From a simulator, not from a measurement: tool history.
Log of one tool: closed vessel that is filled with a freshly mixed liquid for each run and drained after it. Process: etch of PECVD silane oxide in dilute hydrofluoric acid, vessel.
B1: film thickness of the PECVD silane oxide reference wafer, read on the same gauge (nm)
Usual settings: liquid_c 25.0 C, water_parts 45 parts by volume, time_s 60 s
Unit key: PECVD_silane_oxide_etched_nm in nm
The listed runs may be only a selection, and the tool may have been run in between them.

{"run": 1, "hour": 0.0, "liquid_c": 25.0, "water_parts": 40, "time_s": 60, "B1": 140.03, "PECVD_silane_oxide_etched_nm": 69.36}
{"run": 2, "hour": 18.4, "liquid_c": 25.0, "water_parts": 40, "time_s": 60, "B1": 139.97, "PECVD_silane_oxide_etched_nm": 69.87}
{"run": 3, "hour": 53.9, "liquid_c": 25.0, "water_parts": 40, "time_s": 60, "B1": 140.0, "PECVD_silane_oxide_etched_nm": 69.35}
{"run": 4, "hour": 87.2, "liquid_c": 21.5, "water_parts": 45, "time_s": 60, "B1": 140.0, "PECVD_silane_oxide_etched_nm": 52.79}
{"run": 5, "hour": 111.5, "liquid_c": 21.5, "water_parts": 45, "time_s": 60, "B1": 140.05, "PECVD_silane_oxide_etched_nm": 52.72}
{"run": 6, "hour": 136.8, "liquid_c": 25.0, "water_parts": 45, "time_s": 60, "B1": 140.01, "PECVD_silane_oxide_etched_nm": 60.74}
{"run": 7, "hour": 163.8, "liquid_c": 25.0, "water_parts": 45, "time_s": 60, "B1": 140.0, "PECVD_silane_oxide_etched_nm": 60.59}
{"hour": 164.8, "done": "gauge calibrated"}
{"run": 8, "hour": 179.4, "liquid_c": 25.0, "water_parts": 45, "time_s": 60, "B1": 139.97, "PECVD_silane_oxide_etched_nm": 61.23}
{"run": 9, "hour": 204.2, "liquid_c": 25.0, "water_parts": 45, "time_s": 60, "B1": 140.03, "PECVD_silane_oxide_etched_nm": 60.17}
{"hour": 214.8, "done": "hydrofluoric acid flow meter replaced"}
{"run": 10, "hour": 218.5, "liquid_c": 25.0, "water_parts": 45, "time_s": 60, "B1": 139.95, "PECVD_silane_oxide_etched_nm": 68.22}
{"run": 11, "hour": 233.5, "liquid_c": 25.0, "water_parts": 45, "time_s": 70, "B1": 140.03, "PECVD_silane_oxide_etched_nm": 80.03}
{"run": 12, "hour": 254.0, "liquid_c": 28.5, "water_parts": 30, "time_s": 40, "B1": 140.0, "PECVD_silane_oxide_etched_nm": 79.84}
{"hour": 268.6, "done": "thermometer replaced"}
{"run": 13, "hour": 288.2, "liquid_c": 25.0, "water_parts": 45, "time_s": 60, "B1": 140.0, "PECVD_silane_oxide_etched_nm": 67.88}
{"run": 14, "hour": 302.8, "liquid_c": 25.0, "water_parts": 45, "time_s": 60, "B1": 140.01, "PECVD_silane_oxide_etched_nm": 67.94}
{"run": 15, "hour": 321.8, "liquid_c": 27.0, "water_parts": 60, "time_s": 90, "B1": 139.97, "PECVD_silane_oxide_etched_nm": 79.86}
{"run": 16, "hour": 337.7, "liquid_c": 29.5, "water_parts": 50, "time_s": 45, "B1": 140.03, "PECVD_silane_oxide_etched_nm": 54.47}
{"run": 17, "hour": 365.2, "liquid_c": 28.5, "water_parts": 35, "time_s": 60, "B1": 140.02, "PECVD_silane_oxide_etched_nm": 100.84}
{"run": 18, "hour": 390.5, "liquid_c": 22.5, "water_parts": 60, "time_s": 80, "B1": 139.98, "PECVD_silane_oxide_etched_nm": 59.68}
{"run": 19, "hour": 407.1, "liquid_c": 25.0, "water_parts": 45, "time_s": 60, "B1": 140.0, "PECVD_silane_oxide_etched_nm": 66.58}
{"run": 20, "hour": 435.0, "liquid_c": 25.0, "water_parts": 30, "time_s": 85, "B1": 139.99, "PECVD_silane_oxide_etched_nm": 144.68}
{"run": 21, "hour": 489.0, "liquid_c": 25.0, "water_parts": 45, "time_s": 60, "B1": 140.0, "PECVD_silane_oxide_etched_nm": 66.72}

Predict each of these 4 candidate next runs independently; none follows another, all start after run 21:
{"hour": 489.6, "done": "gauge calibrated"}
{"run": "A", "hour": 489.7, "liquid_c": 25.0, "water_parts": 35, "time_s": 60, "B1": "?", "PECVD_silane_oxide_etched_nm": "?"}
{"hour": 489.6, "done": "gauge calibrated"}
{"run": "B", "hour": 489.7, "liquid_c": 25.0, "water_parts": 55, "time_s": 85, "B1": "?", "PECVD_silane_oxide_etched_nm": "?"}
{"hour": 489.6, "done": "gauge calibrated"}
{"run": "C", "hour": 489.7, "liquid_c": 22.0, "water_parts": 60, "time_s": 35, "B1": "?", "PECVD_silane_oxide_etched_nm": "?"}
{"hour": 489.6, "done": "gauge calibrated"}
{"run": "D", "hour": 489.7, "liquid_c": 28.5, "water_parts": 45, "time_s": 60, "B1": "?", "PECVD_silane_oxide_etched_nm": "?"}

run=A B1=140.01 PECVD_silane_oxide_etched_nm=86.87
run=B B1=140.01 PECVD_silane_oxide_etched_nm=76.14
run=C B1=140.01 PECVD_silane_oxide_etched_nm=25.24
run=D B1=140.01 PECVD_silane_oxide_etched_nm=76.74
Stripped of hidden state, with their random variation kept, the same runs would have yielded:
run=A PECVD_silane_oxide_etched_nm=89.84
run=B PECVD_silane_oxide_etched_nm=78.81
run=C PECVD_silane_oxide_etched_nm=26.13
run=D PECVD_silane_oxide_etched_nm=79.41

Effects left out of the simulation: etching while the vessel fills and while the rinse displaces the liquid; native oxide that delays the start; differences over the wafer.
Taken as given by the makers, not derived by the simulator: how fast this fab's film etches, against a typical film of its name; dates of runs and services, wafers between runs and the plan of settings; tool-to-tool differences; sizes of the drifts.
